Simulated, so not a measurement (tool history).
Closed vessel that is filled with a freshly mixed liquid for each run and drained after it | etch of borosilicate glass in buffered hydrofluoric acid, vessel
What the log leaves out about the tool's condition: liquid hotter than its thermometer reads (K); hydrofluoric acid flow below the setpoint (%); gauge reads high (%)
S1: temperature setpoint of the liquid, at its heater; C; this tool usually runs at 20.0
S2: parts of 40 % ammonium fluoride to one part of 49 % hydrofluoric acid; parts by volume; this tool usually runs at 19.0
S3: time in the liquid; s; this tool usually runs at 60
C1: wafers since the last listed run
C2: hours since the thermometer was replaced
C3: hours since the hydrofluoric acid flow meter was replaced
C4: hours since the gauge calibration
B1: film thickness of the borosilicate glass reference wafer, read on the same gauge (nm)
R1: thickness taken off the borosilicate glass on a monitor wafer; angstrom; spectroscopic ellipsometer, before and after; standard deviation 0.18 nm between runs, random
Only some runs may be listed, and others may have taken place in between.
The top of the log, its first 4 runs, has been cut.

| run | hour | S1 | S2 | S3 | C1 | C2 | C3 | C4 | B1 | R1 |
|---|---|---|---|---|---|---|---|---|---|---|
| 5 | 244.1 | 20.0 | 19.0 | 60 | 5464 | 744.5 | 908.8 | 1434.8 | 79.99 | 330.1 |
|  | 278.4 | hydrofluoric acid flow meter replaced |
| 6 | 351.1 | 20.0 | 19.0 | 60 | 7046 | 851.5 | 72.7 | 1541.8 | 79.95 | 327.7 |
| 7 | 443.4 | 20.0 | 19.0 | 60 | 6135 | 943.8 | 165.0 | 1634.1 | 79.97 | 331.2 |
| 8 | 513.1 | 20.0 | 19.0 | 60 | 4633 | 1013.5 | 234.7 | 1703.8 | 80.01 | 327.7 |
| 9 | 550.7 | 20.0 | 19.0 | 60 | 2499 | 1051.1 | 272.3 | 1741.4 | 79.97 | 335.5 |
|  | 617.1 | thermometer replaced |
| 10 | 651.1 | 18.0 | 19.0 | 60 | 6607 | 34.0 | 372.7 | 1841.8 | 79.97 | 284.9 |
| 11 | 721.1 | 18.0 | 19.0 | 60 | 4653 | 104.0 | 442.7 | 1911.8 | 79.99 | 290.2 |
| 12 | 821.5 | 18.0 | 19.0 | 60 | 6674 | 204.4 | 543.1 | 2012.2 | 80.02 | 290.8 |
| 13 | 885.5 | 23.5 | 19.0 | 60 | 4254 | 268.4 | 607.1 | 2076.2 | 79.98 | 388.0 |
| 14 | 972.6 | 23.5 | 19.0 | 60 | 5789 | 355.5 | 694.2 | 2163.3 | 79.99 | 388.7 |
| 15 | 1044.7 | 23.5 | 19.0 | 60 | 4792 | 427.6 | 766.3 | 2235.4 | 80.05 | 387.5 |
| 16 | 1082.6 | 23.0 | 19.0 | 60 | 2519 | 465.5 | 804.2 | 2273.3 | 80.04 | 380.3 |
| 17 | 1179.3 | 20.0 | 15.0 | 95 | 6428 | 562.2 | 900.9 | 2370.0 | 80.00 | 654.0 |
| 18 | 1234.3 | 20.0 | 19.0 | 50 | 3656 | 617.2 | 955.9 | 2425.0 | 80.04 | 273.7 |
|  | 1238.1 | gauge calibrated |
| 19 | 1284.0 | 20.0 | 19.0 | 60 | 3303 | 666.9 | 1005.6 | 45.9 | 80.04 | 326.9 |
|  | 1308.8 | hydrofluoric acid flow meter replaced |
| 20 | 1375.6 | 22.0 | 19.0 | 30 | 6022 | 758.5 | 66.8 | 137.5 | 80.00 | 182.6 |
| 21 | 1427.3 | 20.0 | 19.0 | 60 | 3436 | 810.2 | 118.5 | 189.2 | 80.05 | 330.4 |
| 22 | 1516.7 | 20.0 | 22.5 | 60 | 5942 | 899.6 | 207.9 | 278.6 | 80.03 | 292.0 |
| 23 | 1590.5 | 17.0 | 19.0 | 70 | 4905 | 973.4 | 281.7 | 352.4 | 80.00 | 326.4 |
| 24 | 1684.5 | 20.0 | 19.0 | 60 | 6248 | 1067.4 | 375.7 | 446.4 | 80.00 | 333.9 |
| 25 | 1778.9 | 20.0 | 19.0 | 90 | 6275 | 1161.8 | 470.1 | 540.8 | 80.04 | 506.7 |
| 26 | 1879.5 | 20.0 | 19.0 | 60 | 6687 | 1262.4 | 570.7 | 641.4 | 80.00 | 335.9 |

Run 27, settings as shown, results not yet in. Your forecast:
|  | 1909.8 | thermometer replaced |
| 27 | 1942.2 | 17.0 | 11.5 | 60 | 4101 | 32.4 | 633.4 | 704.1 | ? | ? |

{"run 27": {"B1": 79.97, "R1": 444.7}}
Without the tool's hidden state the same run would have given R1 440.5 angstrom.
